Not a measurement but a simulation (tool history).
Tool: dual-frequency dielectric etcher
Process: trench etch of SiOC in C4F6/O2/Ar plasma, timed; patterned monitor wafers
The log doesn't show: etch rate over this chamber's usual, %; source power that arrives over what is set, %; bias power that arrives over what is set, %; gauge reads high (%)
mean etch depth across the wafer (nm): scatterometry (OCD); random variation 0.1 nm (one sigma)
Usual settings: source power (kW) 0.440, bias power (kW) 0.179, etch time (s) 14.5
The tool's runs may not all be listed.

run   hour  source power (kW)  bias power (kW)  etch time (s)  wafers since the last listed run  hours since the last wet clean  hours since the last source power generator calibration  hours since the last bias power generator calibration  hours since the last upper electrode change  hours since the gauge calibration  read-back reference wafer on the same gauge, depth_nm  mean etch depth across the wafer (nm)
  1    0.0              0.440            0.179           14.5                                 0                           432.8                                                     38.1                                                   30.5                                       3959.1                             1114.2                                                  24.48                                  30.50
  2   15.4              0.440            0.179           14.5                               258                           448.2                                                     53.5                                                   45.9                                       3974.5                             1129.6                                                  24.48                                  30.77
  3   49.7              0.440            0.179           14.5                               576                           482.5                                                     87.8                                                   80.2                                       4008.8                             1163.9                                                  24.50                                  30.51
  4   79.2              0.440            0.179           14.5                               495                           512.0                                                    117.3                                                  109.7                                       4038.3                             1193.4                                                  24.51                                  30.40
  5  109.8              0.410            0.179           14.5                               514                           542.6                                                    147.9                                                  140.3                                       4068.9                             1224.0                                                  24.52                                  30.09
     127.7  -- gauge calibrated
     135.5  -- wet clean of the chamber
  6  136.0              0.440            0.179           14.5                                36                             0.5                                                    174.1                                                  166.5                                       4095.1                                8.3                                                  24.50                                  29.35
  7  156.8              0.440            0.179           14.5                               349                            21.3                                                    194.9                                                  187.3                                       4115.9                               29.1                                                  24.51                                  29.36
  8  184.4              0.440            0.179           14.5                               463                            48.9                                                    222.5                                                  214.9                                       4143.5                               56.7                                                  24.50                                  29.63
  9  215.8              0.370            0.179           14.5                               527                            80.3                                                    253.9                                                  246.3                                       4174.9                               88.1                                                  24.49                                  27.95
 10  229.9              0.540            0.159           13.0                               237                            94.4                                                    268.0                                                  260.4                                       4189.0                              102.2                                                  24.51                                  27.73
 11  314.3              0.440            0.179           14.5                              1418                           178.8                                                    352.4                                                  344.8                                       4273.4                              186.6                                                  24.50                                  29.77
 12  335.9              0.330            0.208           16.0                               363                           200.4                                                    374.0                                                  366.4                                       4295.0                              208.2                                                  24.50                                  31.01
 13  365.9              0.540            0.210           17.0                               504                           230.4                                                    404.0                                                  396.4                                       4325.0                              238.2                                                  24.49                                  39.72
 14  389.1              0.350            0.214           10.5                               390                           253.6                                                    427.2                                                  419.6                                       4348.2                              261.4                                                  24.54                                  21.05
 15  402.0              0.440            0.179           14.5                               216                           266.5                                                    440.1                                                  432.5                                       4361.1                              274.3                                                  24.48                                  30.09
 16  465.2              0.540            0.179           14.5                              1062                           329.7                                                    503.3                                                  495.7                                       4424.3                              337.5                                                  24.51                                  32.44
 17  481.1              0.440            0.179           14.5                               267                           345.6                                                    519.2                                                  511.6                                       4440.2                              353.4                                                  24.50                                  30.34
     514.2  -- upper electrode replaced
 18  514.7              0.440            0.179           14.5                               161                           379.2                                                    552.8                                                  545.2                                          0.5                              387.0                                                  24.50                                  30.13
 19  528.7              0.440            0.179           14.5                               235                           393.2                                                    566.8                                                  559.2                                         14.5                              401.0                                                  24.48                                  30.41
 20  555.9              0.440            0.179           14.5                               457                           420.4                                                    594.0                                                  586.4                                         41.7                              428.2                                                  24.50                                  30.64
 21  587.2              0.490            0.155           18.5                               526                           451.7                                                    625.3                                                  617.7                                         73.0                              459.5                                                  24.47                                  38.88
 22  603.9              0.440            0.179           14.5                               280                           468.4                                                    642.0                                                  634.4                                         89.7                              476.2                                                  24.51                                  30.86
 23  625.8              0.470            0.200           10.5                               368                           490.3                                                    663.9                                                  656.3                                        111.6                              498.1                                                  24.50                                  23.41
     697.8  -- wet clean of the chamber
 24  698.3              0.530            0.179           13.5                               815                             0.5                                                    736.4                                                  728.8                                        184.1                              570.6                                                  24.50                                  29.27
 25  710.7              0.440            0.179           13.0                               208                            12.9                                                    748.8                                                  741.2                                        196.5                              583.0                                                  24.50                                  26.53
 26  736.1              0.380            0.155           16.0                               426                            38.3                                                    774.2                                                  766.6                                        221.9                              608.4                                                  24.51                                  29.95

Run 27 comes next. What will it give?
 27  771.4              0.530            0.179           14.5                               593                            73.6                                                    809.5                                                  801.9                                        257.2                              643.7                                                      ?                                      ?

Run 27 gave read-back reference wafer on the same gauge, depth_nm 24.49, mean etch depth across the wafer (nm) 31.98.
Without the tool's hidden state the same run would have given mean etch depth across the wafer (nm) 31.79.
